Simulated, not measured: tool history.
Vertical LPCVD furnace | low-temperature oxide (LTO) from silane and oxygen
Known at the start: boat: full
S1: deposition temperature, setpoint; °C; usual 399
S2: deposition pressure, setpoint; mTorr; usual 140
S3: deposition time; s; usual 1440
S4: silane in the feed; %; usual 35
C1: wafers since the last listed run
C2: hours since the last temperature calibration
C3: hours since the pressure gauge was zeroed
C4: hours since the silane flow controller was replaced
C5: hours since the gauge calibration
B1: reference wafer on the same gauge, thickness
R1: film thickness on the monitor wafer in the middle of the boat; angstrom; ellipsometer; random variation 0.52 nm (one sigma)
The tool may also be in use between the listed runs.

run   hour   S1   S2    S3  S4    C1      C2      C3      C4     C5      B1      R1
  1    0.0  399  140  1440  35     0  1262.1  1606.1  3230.6  776.3  119.99  1218.1
  2   25.4  399  160  1440  37   522  1287.5  1631.5  3256.0  801.7  119.90  1493.5
  3   38.1  399  140  1680  35   261  1300.2  1644.2  3268.7  814.4  119.94  1421.0
      84.7  -- thermocouples replaced and temperature profile calibrated
  4  133.3  399  140  1680  35  1464    48.6  1739.4  3363.9  909.6  120.03  1435.3
     143.6  -- gauge calibrated
  5  165.0  399  140  1680  35   651    80.3  1771.1  3395.6   21.4  120.14  1434.2
  6  180.0  399  140  1770  35   308    95.3  1786.1  3410.6   36.4  120.24  1510.9
  7  197.1  399  140  1770  35   351   112.4  1803.2  3427.7   53.5  120.03  1499.9
  8  219.0  399  140  1770  35   450   134.3  1825.1  3449.6   75.4  120.07  1514.2
  9  242.8  399  140  1440  40   489   158.1  1848.9  3473.4   99.2  120.10  1457.7
 10  258.4  408  140  1950  40   320   173.7  1864.5  3489.0  114.8  119.89  2181.0
 11  317.0  399  140  1440  35  1205   232.3  1923.1  3547.6  173.4  120.01  1239.5
 12  333.8  394  125  1950  31   345   249.1  1939.9  3564.4  190.2  120.08  1188.2
 13  401.0  399  140  1440  35  1382   316.3  2007.1  3631.6  257.4  120.24  1234.7
 14  428.9  399  140  1950  35   573   344.2  2035.0  3659.5  285.3  120.14  1685.3
 15  455.2  399  140  1170  31   540   370.5  2061.3  3685.8  311.6  120.21   848.8
     501.5  -- silane flow controller replaced
 16  502.0  395  140  1950  32   468   417.3  2108.1     0.5  358.4  120.07  1419.5
 17  505.5  399  140  1080  31    71   420.8  2111.6     4.0  361.9  119.93   789.8
     537.5  -- pressure gauge zeroed
 18  538.0  396  155  1080  31   174   453.3     0.5    36.5  394.4  119.96   781.0
 19  554.2  399  140  1440  35   333   469.5    16.7    52.7  410.6  120.06  1156.8
 20  590.2  399  140  1440  35   740   505.5    52.7    88.7  446.6  119.89  1158.4
 21  648.9  395  150  1200  39  1207   564.2   111.4   147.4  505.3  120.06  1136.4
 22  672.1  389  140   930  35   477   587.4   134.6   170.6  528.5  119.92   662.3
 23  698.7  399  170  1440  42   547   614.0   161.2   197.2  555.1  120.00  1752.1
 24  738.8  399  115  1440  40   824   654.1   201.3   237.3  595.2  120.02  1124.5
 25  760.0  399  110  1440  30   435   675.3   222.5   258.5  616.4  119.96   732.1
 26  790.1  407  140  1920  35   619   705.4   252.6   288.6  646.5  119.92  1689.7
 27  822.9  399  150  1440  35   674   738.2   285.4   321.4  679.3  119.99  1244.2
 28  849.3  399  125  1440  28   542   764.6   311.8   347.8  705.7  119.82   750.6
 29  867.3  395  140  1710  35   370   782.6   329.8   365.8  723.7  119.89  1318.6
 30  888.5  399  140  1440  35   435   803.8   351.0   387.0  744.9  119.97  1154.7
 31  900.7  406  170  1770  40   250   816.0   363.2   399.2  757.1  119.97  2232.3

4 ways to go on from here, each from the tool as it stands after run 31. What would each give?
  A  904.3  399  140  1440  35  74  819.6  366.8  402.8  760.7   ?   ?
  B  904.3  399  125  1440  35  74  819.6  366.8  402.8  760.7   ?   ?
  C  904.3  408  140  1200  35  74  819.6  366.8  402.8  760.7   ?   ?
  D  904.3  399  170  1440  35  74  819.6  366.8  402.8  760.7   ?   ?

run      B1      R1
  A  120.08  1167.7
  B  120.08  1041.7
  C  120.08  1077.4
  D  120.08  1419.8
Without the tool's hidden state the same runs would have given:
run      R1
  A  1176.5
  B  1050.5
  C  1085.5
  D  1428.6
